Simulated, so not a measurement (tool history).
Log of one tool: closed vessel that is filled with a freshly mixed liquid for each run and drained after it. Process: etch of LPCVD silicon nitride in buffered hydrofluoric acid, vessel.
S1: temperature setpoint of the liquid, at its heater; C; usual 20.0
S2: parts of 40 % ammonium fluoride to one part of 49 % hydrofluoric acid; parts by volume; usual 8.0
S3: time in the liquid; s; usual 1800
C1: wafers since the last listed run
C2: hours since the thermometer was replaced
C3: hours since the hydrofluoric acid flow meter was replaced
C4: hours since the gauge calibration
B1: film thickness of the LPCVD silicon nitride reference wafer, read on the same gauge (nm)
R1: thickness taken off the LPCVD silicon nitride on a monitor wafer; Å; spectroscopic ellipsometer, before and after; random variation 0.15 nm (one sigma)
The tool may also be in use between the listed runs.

run 1 hour=0.0 | S1=20.0 S2=8.0 S3=1800 | C1=0 C2=1182.2 C3=1285.9 C4=114.6 | B1=40.01 | R1=287.1
run 2 hour=23.9 | S1=20.0 S2=8.0 S3=1800 | C1=752 C2=1206.1 C3=1309.8 C4=138.5 | B1=40.04 | R1=285.2
run 3 hour=44.5 | S1=20.0 S2=8.0 S3=1800 | C1=648 C2=1226.7 C3=1330.4 C4=159.1 | B1=40.00 | R1=287.3
run 4 hour=60.2 | S1=20.0 S2=8.0 S3=1800 | C1=494 C2=1242.4 C3=1346.1 C4=174.8 | B1=40.01 | R1=285.4
run 5 hour=87.6 | S1=20.0 S2=8.0 S3=1800 | C1=862 C2=1269.8 C3=1373.5 C4=202.2 | B1=40.03 | R1=287.5
run 6 hour=103.5 | S1=20.0 S2=8.0 S3=1800 | C1=500 C2=1285.7 C3=1389.4 C4=218.1 | B1=40.04 | R1=288.1
-- hour=118.9 thermometer replaced
run 7 hour=139.2 | S1=20.0 S2=8.0 S3=1800 | C1=1092 C2=20.3 C3=1425.1 C4=253.8 | B1=40.01 | R1=288.4
run 8 hour=157.8 | S1=20.0 S2=7.0 S3=1325 | C1=585 C2=38.9 C3=1443.7 C4=272.4 | B1=39.99 | R1=241.2
run 9 hour=190.2 | S1=20.0 S2=8.0 S3=1515 | C1=1019 C2=71.3 C3=1476.1 C4=304.8 | B1=39.97 | R1=244.0
-- hour=219.5 hydrofluoric acid flow meter replaced
run 10 hour=224.7 | S1=20.0 S2=8.0 S3=2080 | C1=1054 C2=105.8 C3=5.2 C4=339.3 | B1=40.00 | R1=298.1
-- hour=237.1 gauge calibrated
run 11 hour=260.5 | S1=20.0 S2=8.0 S3=1800 | C1=1126 C2=141.6 C3=41.0 C4=23.4 | B1=39.96 | R1=260.4
run 12 hour=281.3 | S1=20.0 S2=8.0 S3=1800 | C1=654 C2=162.4 C3=61.8 C4=44.2 | B1=40.00 | R1=261.9
run 13 hour=307.1 | S1=20.0 S2=8.0 S3=1800 | C1=811 C2=188.2 C3=87.6 C4=70.0 | B1=40.01 | R1=263.4
run 14 hour=341.2 | S1=20.0 S2=5.5 S3=2630 | C1=1073 C2=222.3 C3=121.7 C4=104.1 | B1=40.02 | R1=544.5
run 15 hour=373.9 | S1=20.0 S2=8.0 S3=2485 | C1=1029 C2=255.0 C3=154.4 C4=136.8 | B1=40.00 | R1=365.3

What the log doesn't show, run by run:
liquid hotter than its thermometer reads (K): 0 in every run
gauge reads high (%): 0 in every run
H1: hydrofluoric acid flow above the setpoint (%)
run=1 H1=10.3
run=2 H1=10.5
run=3 H1=10.7
run=4 H1=10.8
run=5 H1=11
run=6 H1=11.2
run=7 H1=11.4
run=8 H1=11.6
run=9 H1=11.8
run=10 H1=1.06
run=11 H1=1.34
run=12 H1=1.51
run=13 H1=1.71
run=14 H1=1.98
run=15 H1=2.24

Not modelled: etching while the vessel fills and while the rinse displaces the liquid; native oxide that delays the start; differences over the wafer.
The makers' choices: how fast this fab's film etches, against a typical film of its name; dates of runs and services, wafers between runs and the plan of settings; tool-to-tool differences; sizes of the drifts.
